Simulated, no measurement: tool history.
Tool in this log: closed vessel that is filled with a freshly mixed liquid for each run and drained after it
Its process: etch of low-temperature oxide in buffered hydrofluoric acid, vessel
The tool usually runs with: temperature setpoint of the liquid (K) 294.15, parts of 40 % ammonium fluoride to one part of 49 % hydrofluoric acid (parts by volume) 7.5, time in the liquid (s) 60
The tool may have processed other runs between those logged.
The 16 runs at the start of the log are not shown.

run	day	temperature setpoint of the liquid (K)	parts of 40 % ammonium fluoride to one part of 49 % hydrofluoric acid (parts by volume)	time in the liquid (s)	wafers since the last listed run	hours since the thermometer was replaced	hours since the hydrofluoric acid flow meter was replaced	hours since the gauge calibration	read-back film thickness of the low-temperature oxide reference wafer, read on the same gauge (nm)	thickness taken off the low-temperature oxide on a monitor wafer (angstrom)
17	43.1	297.65	9	60	8291	325.9	297.9	255.5	79.98	2740.2
18	47.471	295.65	5.5	35	11023	430.8	402.8	360.4	79.97	2298
19	51.771	290.15	7.5	60	10844	534	506	463.6	80.02	2181.3
20	54.4	294.15	7.5	60	6630	597.1	569.1	526.7	79.98	2734.3
# day 56.15: thermometer replaced
21	58.862	294.15	7.5	60	11149	65.1	676.2	633.8	80.02	2787.5
22	63.071	294.15	7.5	60	10613	166.1	777.2	734.8	80.04	2783.6
# day 63.562: hydrofluoric acid flow meter replaced
23	66.208	294.15	7.5	90	7807	241.4	63.5	810.1	79.95	4048.3
24	70.583	294.15	6.5	90	11033	346.4	168.5	915.1	79.94	4675.5
25	74.062	294.15	7.5	30	8774	429.9	252	998.6	79.98	1368.6
26	81.079	294.15	7.5	60	17696	598.3	420.4	1167	79.99	2739.1
# day 81.35: thermometer replaced
27	85.571	294.15	7.5	60	11222	101.3	528.2	1274.8	80.01	2713.7
28	88.154	294.15	7.5	60	6515	163.3	590.2	1336.8	80	2736.1
29	92.2	294.15	7.5	60	10203	260.4	687.3	1433.9	79.95	2748.7
# day 93.696: hydrofluoric acid flow meter replaced
30	95.896	292.15	5.5	75	9215	349.1	52.8	1522.6	80.04	4080
31	97.979	296.15	6.5	60	5254	399.1	102.8	1572.6	80.01	3538.4

Alternative continuations, all from the tool just after run 31; predict every row:
A	98.008	296.15	7.5	60	73	399.8	103.5	1573.3	?	?
B	98.008	290.15	7.5	45	73	399.8	103.5	1573.3	?	?
C	98.008	299.15	7.5	85	73	399.8	103.5	1573.3	?	?
D	98.008	294.15	10	60	73	399.8	103.5	1573.3	?	?
E	98.008	290.15	9	60	73	399.8	103.5	1573.3	?	?

run	read-back film thickness of the low-temperature oxide reference wafer, read on the same gauge (nm)	thickness taken off the low-temperature oxide on a monitor wafer (angstrom)
A	79.98	3007.1
B	79.98	1612.3
C	79.98	5013.5
D	79.98	2068.1
E	79.98	1764
Without the tool's hidden state the same runs would have given:
run	thickness taken off the low-temperature oxide on a monitor wafer (angstrom)
A	3007.1
B	1612.3
C	5013.5
D	2068.1
E	1764

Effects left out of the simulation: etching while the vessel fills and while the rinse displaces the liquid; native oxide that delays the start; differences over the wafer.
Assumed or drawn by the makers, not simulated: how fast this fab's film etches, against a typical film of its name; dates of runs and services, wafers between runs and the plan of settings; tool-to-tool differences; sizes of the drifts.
